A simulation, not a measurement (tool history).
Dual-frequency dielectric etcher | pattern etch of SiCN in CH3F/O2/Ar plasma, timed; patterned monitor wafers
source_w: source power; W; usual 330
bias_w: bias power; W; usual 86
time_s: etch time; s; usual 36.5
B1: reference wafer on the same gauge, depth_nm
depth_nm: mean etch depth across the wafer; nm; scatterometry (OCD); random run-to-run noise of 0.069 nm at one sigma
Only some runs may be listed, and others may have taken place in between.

run 1 hour=0 | source_w=370 bias_w=86 time_s=36.5 | B1=13.31 | depth_nm=13.87
run 2 hour=30.9 | source_w=370 bias_w=86 time_s=36.5 | B1=13.3 | depth_nm=13.84
run 3 hour=54.3 | source_w=330 bias_w=86 time_s=36.5 | B1=13.3 | depth_nm=13
run 4 hour=82.1 | source_w=330 bias_w=86 time_s=36.5 | B1=13.29 | depth_nm=13.02
run 5 hour=103.9 | source_w=330 bias_w=86 time_s=36.5 | B1=13.28 | depth_nm=13.12
run 6 hour=126.9 | source_w=330 bias_w=86 time_s=36.5 | B1=13.29 | depth_nm=12.99
-- hour=154.9 bias power generator calibrated
run 7 hour=159.7 | source_w=330 bias_w=86 time_s=36.5 | B1=13.31 | depth_nm=12.92
run 8 hour=172.2 | source_w=330 bias_w=86 time_s=36.5 | B1=13.29 | depth_nm=12.94
-- hour=222.2 upper electrode replaced, of another model than before
-- hour=228.8 wet clean of the chamber
run 9 hour=229.3 | source_w=300 bias_w=86 time_s=36.5 | B1=13.28 | depth_nm=12.62
run 10 hour=235.8 | source_w=300 bias_w=86 time_s=36.5 | B1=13.31 | depth_nm=12.63
run 11 hour=260.6 | source_w=330 bias_w=104 time_s=36.5 | B1=13.3 | depth_nm=15.03
run 12 hour=273.5 | source_w=410 bias_w=86 time_s=36.5 | B1=13.28 | depth_nm=14.98
run 13 hour=286.7 | source_w=330 bias_w=86 time_s=36.5 | B1=13.31 | depth_nm=13.23
run 14 hour=309.1 | source_w=270 bias_w=67 time_s=41.5 | B1=13.3 | depth_nm=11.02
-- hour=314.8 gauge calibrated
run 15 hour=330.3 | source_w=380 bias_w=86 time_s=36.5 | B1=13.29 | depth_nm=14.25
-- hour=353.4 source power generator calibrated
run 16 hour=356.8 | source_w=330 bias_w=86 time_s=36.5 | B1=13.29 | depth_nm=13.19
run 17 hour=392.1 | source_w=250 bias_w=108 time_s=36.5 | B1=13.28 | depth_nm=12.73
run 18 hour=412.5 | source_w=390 bias_w=86 time_s=31 | B1=13.3 | depth_nm=12.3
run 19 hour=433.5 | source_w=330 bias_w=93 time_s=44 | B1=13.31 | depth_nm=16.54
run 20 hour=467.5 | source_w=380 bias_w=73 time_s=33 | B1=13.29 | depth_nm=11.44

5 options for the next run, each taken on its own from the tool as it stands now. Forecast them:
run A hour=467.9 | source_w=330 bias_w=86 time_s=36.5 | B1=? | depth_nm=?
run B hour=467.9 | source_w=260 bias_w=74 time_s=30.5 | B1=? | depth_nm=?
run C hour=467.9 | source_w=260 bias_w=72 time_s=36.5 | B1=? | depth_nm=?
run D hour=467.9 | source_w=330 bias_w=78 time_s=36.5 | B1=? | depth_nm=?
run E hour=467.9 | source_w=330 bias_w=101 time_s=27 | B1=? | depth_nm=?

run=A B1=13.3 depth_nm=13.03
run=B B1=13.3 depth_nm=8.38
run=C B1=13.3 depth_nm=9.81
run=D B1=13.3 depth_nm=12.17
run=E B1=13.3 depth_nm=10.72
Had the tool no hidden state, the same runs would have come out as:
run=A depth_nm=13.31
run=B depth_nm=8.56
run=C depth_nm=10.02
run=D depth_nm=12.43
run=E depth_nm=10.95
